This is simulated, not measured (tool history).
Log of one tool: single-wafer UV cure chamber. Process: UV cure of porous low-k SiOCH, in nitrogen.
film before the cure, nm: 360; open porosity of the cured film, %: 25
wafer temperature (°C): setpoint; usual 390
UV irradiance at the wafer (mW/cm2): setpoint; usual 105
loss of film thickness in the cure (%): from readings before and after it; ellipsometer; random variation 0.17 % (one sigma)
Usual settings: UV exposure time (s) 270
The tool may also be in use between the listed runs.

run	hour	wafer temperature (°C)	UV exposure time (s)	UV irradiance at the wafer (mW/cm2)	loss of film thickness in the cure (%)
1	0	390	270	105	13.411
2	82.3	390	270	105	13.17
3	184.2	390	365	105	14.763
4	222.8	390	365	105	14.518
5	276.3	390	365	105	14.921
# hour 285.5: quartz window cleaned
6	313.2	390	270	105	13.288
7	382.3	390	270	105	13.252
8	445.4	404	270	105	13.472
9	515.4	404	270	105	13.408
10	571	390	270	115	13.47
11	660.3	390	270	115	13.276
# hour 700: quartz window cleaned
12	766.7	390	270	115	13.707
13	807.2	390	270	105	12.587
14	890.7	408	135	93	9.174
15	973.5	382	270	134	13.947
16	1052.3	390	270	105	12.225
# hour 1127.3: quartz window cleaned
17	1141.3	390	270	105	12.45
18	1193.4	377	345	83	12.015
19	1250.9	379	400	79	12.752
20	1320.4	401	155	105	9.667
21	1510.2	390	270	105	12.22
# hour 1558.8: quartz window cleaned
22	1600.7	385	205	121	11.154
# hour 1639.7: UV bulbs replaced
23	1646.8	390	365	105	15.26
24	1710.4	380	270	83	12.368
25	1933.3	390	270	105	13.713
# hour 1956.1: quartz window cleaned
26	2059.4	390	320	78	12.979
27	2114.6	409	375	130	16.29

4 ways to go on from here, each from the tool as it stands after run 27. What would each give?
A	2115.1	390	270	105	?
B	2115.1	399	270	82	?
C	2115.1	400	270	73	?
D	2115.1	400	160	131	?

run	loss of film thickness in the cure (%)
A	13.581
B	12.542
C	11.999
D	12.295
Without the tool's hidden state the same runs would have given:
run	loss of film thickness in the cure (%)
A	13.642
B	12.601
C	12.058
D	12.354
